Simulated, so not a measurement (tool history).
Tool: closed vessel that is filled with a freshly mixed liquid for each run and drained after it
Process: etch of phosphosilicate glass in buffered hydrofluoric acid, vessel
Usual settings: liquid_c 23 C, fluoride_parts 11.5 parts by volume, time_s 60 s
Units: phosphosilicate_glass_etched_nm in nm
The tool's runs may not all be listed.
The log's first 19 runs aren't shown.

| run | hour | liquid_c | fluoride_parts | time_s | read-back film thickness of the phosphosilicate glass reference wafer, read on the same gauge (nm) | phosphosilicate_glass_etched_nm |
|---|---|---|---|---|---|---|
| 20 | 1025 | 21 | 15 | 30 | 90 | 97.91 |
| 21 | 1064 | 26 | 11.5 | 60 | 90 | 329.95 |
| 22 | 1117.2 | 18.5 | 9 | 40 | 90 | 179.33 |
| 23 | 1148.1 | 23 | 11.5 | 60 | 90.01 | 282.5 |
| 24 | 1209.1 | 23 | 11.5 | 60 | 90.02 | 281.41 |
|  | 1213.7 | thermometer replaced |
| 25 | 1279.4 | 23 | 11.5 | 60 | 89.99 | 284.62 |
| 26 | 1316.4 | 21.5 | 11.5 | 30 | 90.01 | 130.62 |
| 27 | 1379.2 | 20 | 11.5 | 60 | 90.01 | 240.6 |
| 28 | 1409.5 | 27.5 | 15.5 | 45 | 89.98 | 201.98 |
| 29 | 1439 | 23 | 11.5 | 60 | 90.01 | 282.78 |
| 30 | 1477.5 | 23 | 11.5 | 60 | 89.98 | 284.69 |
| 31 | 1536.4 | 19 | 11.5 | 35 | 90.01 | 133.07 |

Forecast each of these 5 alternatives for the next run:
| A | 1537.1 | 23 | 11.5 | 60 | ? | ? |
| B | 1537.1 | 24.5 | 11.5 | 75 | ? | ? |
| C | 1537.1 | 23 | 13 | 70 | ? | ? |
| D | 1537.1 | 23 | 7.5 | 35 | ? | ? |
| E | 1537.1 | 23 | 13 | 35 | ? | ? |

| run | read-back film thickness of the phosphosilicate glass reference wafer, read on the same gauge (nm) | phosphosilicate_glass_etched_nm |
|---|---|---|
| A | 89.98 | 284.45 |
| B | 89.98 | 385.93 |
| C | 89.98 | 294.4 |
| D | 89.98 | 248.27 |
| E | 89.98 | 147.2 |
Without the tool's hidden state the same runs would have given:
| run | phosphosilicate_glass_etched_nm |
|---|---|
| A | 276.82 |
| B | 375.58 |
| C | 286.46 |
| D | 240.91 |
| E | 143.23 |
